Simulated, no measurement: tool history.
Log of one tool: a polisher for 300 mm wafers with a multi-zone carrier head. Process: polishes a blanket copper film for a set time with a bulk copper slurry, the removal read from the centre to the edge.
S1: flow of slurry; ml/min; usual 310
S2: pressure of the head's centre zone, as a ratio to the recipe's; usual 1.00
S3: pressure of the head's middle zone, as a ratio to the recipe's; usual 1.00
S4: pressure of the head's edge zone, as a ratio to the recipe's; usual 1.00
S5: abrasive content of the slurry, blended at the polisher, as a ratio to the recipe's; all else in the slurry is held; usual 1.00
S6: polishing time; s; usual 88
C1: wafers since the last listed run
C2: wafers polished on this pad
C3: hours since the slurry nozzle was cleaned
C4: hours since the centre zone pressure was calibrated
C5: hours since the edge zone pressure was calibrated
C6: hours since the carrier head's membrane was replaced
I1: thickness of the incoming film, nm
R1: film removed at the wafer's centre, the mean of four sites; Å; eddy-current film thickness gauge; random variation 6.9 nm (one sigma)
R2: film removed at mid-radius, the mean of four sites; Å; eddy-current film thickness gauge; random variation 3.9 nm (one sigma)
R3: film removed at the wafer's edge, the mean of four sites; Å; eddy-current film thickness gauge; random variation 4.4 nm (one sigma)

run 1 hour=0.0 | S1=310 S2=1.00 S3=1.00 S4=1.00 S5=1.00 S6=88 | C1=0 C2=299 C3=338.3 C4=352.6 C5=397.2 C6=95.4 | I1=4008.3 | R1=5094 R2=5344 R3=5380
run 2 hour=47.9 | S1=310 S2=1.00 S3=1.00 S4=1.00 S5=1.00 S6=88 | C1=383 C2=683 C3=386.2 C4=400.5 C5=445.1 C6=143.3 | I1=4032.3 | R1=4992 R2=5343 R3=5368
-- hour=220.2 centre zone pressure recalibrated
run 3 hour=220.5 | S1=405 S2=1.00 S3=1.00 S4=1.00 S5=1.00 S6=88 | C1=1366 C2=2049 C3=558.8 C4=0.3 C5=617.7 C6=315.9 | I1=4024.8 | R1=4952 R2=5378 R3=5462
run 4 hour=291.6 | S1=310 S2=1.00 S3=1.00 S4=1.00 S5=1.00 S6=88 | C1=569 C2=2618 C3=629.9 C4=71.4 C5=688.8 C6=387.0 | I1=3970.8 | R1=4934 R2=5164 R3=5293
run 5 hour=392.8 | S1=310 S2=1.00 S3=1.00 S4=1.00 S5=1.00 S6=88 | C1=810 C2=3429 C3=731.1 C4=172.6 C5=790.0 C6=488.2 | I1=3917.8 | R1=4842 R2=4997 R3=5214
-- hour=401.7 slurry nozzle cleaned
run 6 hour=453.4 | S1=370 S2=0.92 S3=1.08 S4=1.11 S5=1.00 S6=88 | C1=477 C2=3906 C3=51.7 C4=233.2 C5=850.6 C6=548.8 | I1=3937.5 | R1=5039 R2=5716 R3=5880
-- hour=530.8 worn pad replaced by a new one
run 7 hour=538.6 | S1=220 S2=1.00 S3=1.00 S4=1.00 S5=1.30 S6=88 | C1=650 C2=62 C3=136.9 C4=318.4 C5=935.8 C6=634.0 | I1=4040.1 | R1=5117 R2=5390 R3=5618
run 8 hour=592.4 | S1=310 S2=1.00 S3=1.00 S4=1.00 S5=1.00 S6=88 | C1=430 C2=493 C3=190.7 C4=372.2 C5=989.6 C6=687.8 | I1=3974.1 | R1=5292 R2=5430 R3=5453
run 9 hour=656.0 | S1=260 S2=1.05 S3=0.93 S4=0.97 S5=1.00 S6=88 | C1=509 C2=1002 C3=254.3 C4=435.8 C5=1053.2 C6=751.4 | I1=3982.9 | R1=5176 R2=5088 R3=5296
run 10 hour=746.6 | S1=310 S2=1.06 S3=1.00 S4=1.00 S5=1.00 S6=88 | C1=725 C2=1727 C3=344.9 C4=526.4 C5=1143.8 C6=842.0 | I1=4061.5 | R1=5225 R2=5358 R3=5460
run 11 hour=854.2 | S1=310 S2=1.00 S3=1.00 S4=1.00 S5=1.00 S6=88 | C1=861 C2=2589 C3=452.5 C4=634.0 C5=1251.4 C6=949.6 | I1=4009.7 | R1=5043 R2=5321 R3=5378
-- hour=886.6 centre zone pressure recalibrated
run 12 hour=897.7 | S1=265 S2=0.94 S3=1.00 S4=0.95 S5=1.00 S6=88 | C1=332 C2=2921 C3=496.0 C4=11.1 C5=1294.9 C6=993.1 | I1=4056.4 | R1=4530 R2=5064 R3=5118
-- hour=960.1 edge zone pressure recalibrated
run 13 hour=977.4 | S1=310 S2=1.00 S3=1.07 S4=0.97 S5=1.00 S6=88 | C1=622 C2=3543 C3=575.7 C4=90.8 C5=17.3 C6=1072.8 | I1=4042.1 | R1=4709 R2=5222 R3=5272
run 14 hour=1042.2 | S1=310 S2=1.00 S3=1.00 S4=1.00 S5=0.70 S6=100 | C1=518 C2=4062 C3=640.5 C4=155.6 C5=82.1 C6=1137.6 | I1=3991.3 | R1=5062 R2=5383 R3=5611
run 15 hour=1128.0 | S1=345 S2=1.00 S3=1.00 S4=1.00 S5=0.75 S6=88 | C1=687 C2=4749 C3=726.3 C4=241.4 C5=167.9 C6=1223.4 | I1=3922.7 | R1=4582 R2=4861 R3=5031
-- hour=1157.7 worn pad replaced by a new one
-- hour=1162.1 slurry nozzle cleaned
run 16 hour=1232.1 | S1=355 S2=1.08 S3=1.09 S4=1.00 S5=1.00 S6=112 | C1=793 C2=587 C3=70.0 C4=345.5 C5=272.0 C6=1327.5 | I1=3928.6 | R1=7044 R2=7274 R3=7150
run 17 hour=1321.8 | S1=385 S2=1.00 S3=1.00 S4=1.00 S5=1.00 S6=88 | C1=718 C2=1305 C3=159.7 C4=435.2 C5=361.7 C6=1417.2 | I1=4025.5 | R1=5294 R2=5455 R3=5599
run 18 hour=1386.7 | S1=310 S2=1.00 S3=0.92 S4=1.00 S5=1.20 S6=78 | C1=519 C2=1825 C3=224.6 C4=500.1 C5=426.6 C6=1482.1 | I1=4042.0 | R1=4735 R2=4851 R3=5117

The next listed run, before its measurement:
-- hour=1461.5 carrier head's membrane replaced by a new one
run 19 hour=1482.9 | S1=310 S2=1.00 S3=1.00 S4=1.00 S5=1.00 S6=88 | C1=730 C2=2555 C3=320.8 C4=596.3 C5=522.8 C6=21.4 | I1=3969.9 | R1=? R2=? R3=?

{"run 19": {"R1": 5113, "R2": 5376, "R3": 5380}}
Without the tool's hidden state the same run would have given R1 5260 Å, R2 5515 Å, R3 5485 Å.
